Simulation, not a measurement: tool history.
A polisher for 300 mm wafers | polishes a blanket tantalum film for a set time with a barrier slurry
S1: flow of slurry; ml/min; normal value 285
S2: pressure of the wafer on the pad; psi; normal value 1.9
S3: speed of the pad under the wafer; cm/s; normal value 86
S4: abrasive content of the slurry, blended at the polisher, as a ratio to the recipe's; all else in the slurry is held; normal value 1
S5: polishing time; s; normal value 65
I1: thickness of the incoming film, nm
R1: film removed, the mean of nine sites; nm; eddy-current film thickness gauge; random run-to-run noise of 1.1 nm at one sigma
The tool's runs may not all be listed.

| run | day | S1 | S2 | S3 | S4 | S5 | I1 | R1 |
|---|---|---|---|---|---|---|---|---|
| 1 | 0 | 285 | 1.9 | 86 | 1 | 65 | 407.9 | 87.7 |
| 2 | 0.746 | 285 | 1.9 | 86 | 1 | 65 | 404 | 87.9 |
| 3 | 1.154 | 285 | 1.9 | 86 | 1 | 65 | 393.3 | 85.8 |
| 4 | 1.8 | 285 | 1.9 | 86 | 1 | 65 | 395.8 | 84.9 |
| 5 | 2.275 | 285 | 1.9 | 86 | 1.05 | 65 | 404.9 | 87.1 |
| 6 | 2.708 | 320 | 1.9 | 86 | 1 | 65 | 399.7 | 88 |
| 7 | 3.325 | 320 | 1.9 | 86 | 1 | 65 | 395.1 | 86.9 |
| 8 | 3.65 | 320 | 1.9 | 86 | 1 | 65 | 399.9 | 86.6 |
| 9 | 3.9 | 285 | 1.9 | 86 | 0.9 | 60 | 394.5 | 77.1 |
|  | 4.546 | worn pad replaced by a new one |
| 10 | 4.567 | 285 | 1.9 | 86 | 0.9 | 60 | 400.2 | 84.3 |
| 11 | 5.1 | 285 | 1.9 | 86 | 0.9 | 60 | 396.6 | 80.6 |
| 12 | 5.558 | 285 | 1.9 | 86 | 0.85 | 65 | 409.1 | 86.7 |
| 13 | 5.85 | 285 | 1.9 | 86 | 1.15 | 65 | 399.8 | 90.8 |
|  | 6.15 | slurry blender recalibrated |
| 14 | 6.471 | 285 | 1.6 | 86 | 1.2 | 57 | 404.1 | 67.9 |
| 15 | 6.883 | 285 | 2.4 | 86 | 1 | 54 | 392.3 | 89.9 |
|  | 6.933 | slurry nozzle cleaned |
| 16 | 7.625 | 360 | 1.9 | 86 | 1.2 | 65 | 398.8 | 88.9 |
| 17 | 8.046 | 285 | 1.9 | 86 | 1 | 65 | 397.2 | 84.9 |
| 18 | 8.504 | 215 | 2.3 | 86 | 1.25 | 65 | 401.5 | 105.1 |
| 19 | 9.038 | 365 | 1.6 | 72 | 1.15 | 65 | 402.8 | 64.6 |
| 20 | 9.65 | 285 | 1.2 | 116 | 0.8 | 49 | 405.4 | 50.3 |
| 21 | 10.046 | 235 | 1.9 | 104 | 1.15 | 84 | 400.3 | 129.9 |
| 22 | 10.592 | 285 | 1.9 | 86 | 1 | 65 | 401.7 | 85.8 |
|  | 10.767 | worn pad replaced by a new one |
| 23 | 10.879 | 285 | 1.9 | 104 | 0.85 | 65 | 407.2 | 106.3 |
|  | 11.154 | head pressure recalibrated |
| 24 | 11.292 | 190 | 1.4 | 86 | 0.9 | 65 | 399.8 | 65.6 |
| 25 | 11.804 | 320 | 1.9 | 110 | 0.85 | 73 | 404.1 | 121.4 |
| 26 | 12.271 | 285 | 1.9 | 86 | 1 | 65 | 398.5 | 89.2 |
| 27 | 12.6 | 245 | 2.1 | 100 | 1 | 86 | 403.3 | 147.1 |
| 28 | 13.108 | 285 | 1.9 | 86 | 0.9 | 60 | 394.1 | 80.1 |
| 29 | 14.342 | 190 | 1.4 | 86 | 0.9 | 65 | 398.8 | 61.2 |
| 30 | 14.925 | 315 | 1.9 | 86 | 0.8 | 65 | 397.9 | 80.8 |

Give the tool's hidden conditions for every run:
slurry flow missing at the pad, %: 0 at every run
deviation of the head's pressure from its setpoint, %: 0 at every run
abrasive missing from the slurry, %: 0 at every run
H1: removal rate lost through wear of the pad, %
| run | H1 |
|---|---|
| 1 | 5.68 |
| 2 | 6.42 |
| 3 | 6.73 |
| 4 | 7.11 |
| 5 | 7.32 |
| 6 | 7.47 |
| 7 | 7.64 |
| 8 | 7.71 |
| 9 | 7.76 |
| 10 | 1.33 |
| 11 | 3.06 |
| 12 | 4.23 |
| 13 | 4.85 |
| 14 | 5.92 |
| 15 | 6.46 |
| 16 | 7.21 |
| 17 | 7.53 |
| 18 | 7.81 |
| 19 | 8.07 |
| 20 | 8.3 |
| 21 | 8.41 |
| 22 | 8.53 |
| 23 | 0.646 |
| 24 | 1.97 |
| 25 | 3.28 |
| 26 | 4.22 |
| 27 | 4.77 |
| 28 | 5.46 |
| 29 | 6.57 |
| 30 | 6.91 |
